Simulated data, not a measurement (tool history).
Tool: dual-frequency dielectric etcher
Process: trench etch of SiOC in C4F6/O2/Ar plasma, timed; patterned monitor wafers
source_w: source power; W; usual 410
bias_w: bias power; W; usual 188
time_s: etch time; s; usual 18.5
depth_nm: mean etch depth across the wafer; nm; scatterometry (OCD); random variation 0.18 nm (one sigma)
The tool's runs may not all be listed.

run,hour,source_w,bias_w,time_s,"read-back reference wafer on the same gauge, depth_nm",depth_nm
1,0,410,188,17,36.39,35.7
# hour 15: gauge calibrated
2,35,410,188,17,36.41,35.28
3,49,410,188,20,36.42,41.59
4,77.7,410,188,18.5,36.37,38.62
5,111,410,188,21.5,36.39,44.72
6,146.1,410,188,18.5,36.44,38.98
7,168.6,410,188,18.5,36.34,38.63
8,180.8,410,188,18.5,36.4,38.59
9,211,410,188,18.5,36.4,38.71
# hour 217.9: bias power generator calibrated
10,225.2,410,188,18.5,36.42,38.99
11,257.5,410,188,14.5,36.39,30.26
12,282.2,410,188,18.5,36.4,38.67
# hour 321.3: wet clean of the chamber
# hour 322.3: gauge calibrated
# hour 336.3: upper electrode replaced
13,336.8,410,188,18.5,36.39,38.48
14,337.1,410,188,18.5,36.38,39.04
15,337.4,410,188,18.5,36.4,38.81
16,350,500,159,13,36.4,26.09
17,381.3,410,163,20,36.39,39.08
18,395.9,410,188,18.5,36.43,38.78
19,411.4,320,165,18.5,36.39,34.76
20,424.2,330,153,21.5,36.39,39.15
21,454.2,490,188,18.5,36.39,39.88
# hour 465: source power generator calibrated
22,474.7,330,223,18.5,36.41,40.48

The next listed run, before its measurement:
23,488.8,330,188,15.5,?,?

read-back reference wafer on the same gauge, depth_nm: 36.4
depth_nm: 30.95 nm
Without the tool's hidden state the same run would have given depth_nm 30.95 nm.
